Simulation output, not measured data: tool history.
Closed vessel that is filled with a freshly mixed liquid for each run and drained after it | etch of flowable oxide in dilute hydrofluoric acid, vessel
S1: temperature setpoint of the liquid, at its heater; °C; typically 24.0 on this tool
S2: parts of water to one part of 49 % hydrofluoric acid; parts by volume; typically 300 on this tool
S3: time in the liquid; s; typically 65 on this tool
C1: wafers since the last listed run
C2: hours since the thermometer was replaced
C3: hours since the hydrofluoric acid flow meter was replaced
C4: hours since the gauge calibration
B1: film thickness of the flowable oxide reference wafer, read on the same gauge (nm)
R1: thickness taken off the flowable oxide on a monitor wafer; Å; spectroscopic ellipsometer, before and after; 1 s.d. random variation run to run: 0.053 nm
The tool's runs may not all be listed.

run	day	S1	S2	S3	C1	C2	C3	C4	B1	R1
1	0.000	24.0	235	65	0	896.8	973.9	187.2	90.00	93.7
# day 0.150: gauge calibrated
2	0.729	24.0	235	65	1195	914.3	991.4	13.9	90.02	93.6
3	1.958	24.0	235	65	2015	943.8	1020.9	43.4	89.96	93.1
4	2.579	22.0	300	65	1018	958.7	1035.8	58.3	89.96	62.5
5	3.196	22.0	300	65	1011	973.5	1050.6	73.1	90.00	62.4
6	3.629	22.0	300	65	710	983.9	1061.0	83.5	90.01	63.0
7	4.146	27.0	300	65	847	996.3	1073.4	95.9	89.98	74.3
8	4.783	27.0	300	65	1045	1011.6	1088.7	111.2	90.00	73.9
9	5.271	24.0	180	65	799	1023.3	1100.4	122.9	90.01	128.6
10	5.583	24.0	300	65	512	1030.8	1107.9	130.4	89.99	67.4
11	6.058	28.5	405	65	779	1042.2	1119.3	141.8	90.02	50.8
# day 6.225: thermometer replaced
# day 6.258: hydrofluoric acid flow meter replaced
# day 7.117: gauge calibrated
12	7.383	20.5	435	100	2047	27.8	27.0	6.4	90.04	65.2
13	8.104	28.5	300	100	1182	45.1	44.3	23.7	90.00	141.6
14	8.704	24.0	300	65	984	59.5	58.7	38.1	89.98	80.2
15	8.971	24.0	185	30	437	65.9	65.1	44.5	90.01	66.2
16	9.229	20.5	260	65	423	72.1	71.3	50.7	90.01	84.0

The tool's hidden state at each run:
liquid hotter than its thermometer reads (K): 0, the same for each run
gauge reads high (%): 0, the same for each run
H1: hydrofluoric acid flow below the setpoint (%)
run	H1
1	11.8
2	12
3	12.3
4	12.5
5	12.7
6	12.8
7	12.9
8	13.1
9	13.2
10	13.3
11	13.4
12	1.1
13	1.28
14	1.44
15	1.51
16	1.57
